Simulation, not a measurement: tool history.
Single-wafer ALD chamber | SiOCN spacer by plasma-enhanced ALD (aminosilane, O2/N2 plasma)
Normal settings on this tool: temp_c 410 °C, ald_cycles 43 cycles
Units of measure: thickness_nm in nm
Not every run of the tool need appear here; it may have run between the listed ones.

| run | hour | temp_c | ald_cycles | wafers since the last listed run | hours since the last thermocouple change | hours since the gauge calibration | read-back reference wafer on the same gauge, thickness_nm | thickness_nm |
|---|---|---|---|---|---|---|---|---|
| 1 | 0 | 410 | 41 | 0 | 109.1 | 541.4 | 1.939 | 2.233 |
| 2 | 70.7 | 410 | 41 | 255 | 179.8 | 612.1 | 1.94 | 2.226 |
| 3 | 160 | 414 | 40 | 323 | 269.1 | 701.4 | 1.941 | 2.129 |
| 4 | 245.9 | 414 | 40 | 310 | 355 | 787.3 | 1.941 | 2.125 |
| 5 | 314.2 | 410 | 43 | 247 | 423.3 | 855.6 | 1.941 | 2.323 |
| 6 | 412.7 | 410 | 43 | 356 | 521.8 | 954.1 | 1.94 | 2.307 |
| 7 | 457.9 | 410 | 43 | 163 | 567 | 999.3 | 1.94 | 2.303 |
| 8 | 532.8 | 410 | 43 | 270 | 641.9 | 1074.2 | 1.94 | 2.326 |
| 9 | 591.8 | 417 | 49 | 213 | 700.9 | 1133.2 | 1.94 | 2.582 |
| 10 | 693.3 | 417 | 49 | 367 | 802.4 | 1234.7 | 1.939 | 2.589 |
| 11 | 799.3 | 417 | 49 | 383 | 908.4 | 1340.7 | 1.941 | 2.587 |
| 12 | 836.2 | 410 | 43 | 133 | 945.3 | 1377.6 | 1.938 | 2.306 |
|  | 856.9 | thermocouple changed; heater temperature recalibrated |
| 13 | 907.4 | 410 | 46 | 228 | 50.5 | 1448.8 | 1.939 | 2.524 |
| 14 | 959.9 | 401 | 36 | 189 | 103 | 1501.3 | 1.938 | 2.01 |
| 15 | 1013.3 | 418 | 40 | 193 | 156.4 | 1554.7 | 1.937 | 2.144 |
| 16 | 1053 | 406 | 47 | 143 | 196.1 | 1594.4 | 1.941 | 2.575 |
|  | 1053.9 | gauge calibrated |
| 17 | 1143.6 | 395 | 51 | 327 | 286.7 | 89.7 | 1.94 | 2.884 |
| 18 | 1197.5 | 410 | 46 | 194 | 340.6 | 143.6 | 1.94 | 2.485 |
| 19 | 1254.9 | 410 | 43 | 207 | 398 | 201 | 1.938 | 2.329 |

What will run 20 give?
| 20 | 1316.8 | 410 | 43 | 223 | 459.9 | 262.9 | ? | ? |

Logged for run 20: read-back reference wafer on the same gauge, thickness_nm 1.941, thickness_nm 2.335 nm.
Take away the tool's hidden state, keep the run-to-run variation as it was, and the same run would have given thickness_nm 2.367 nm.
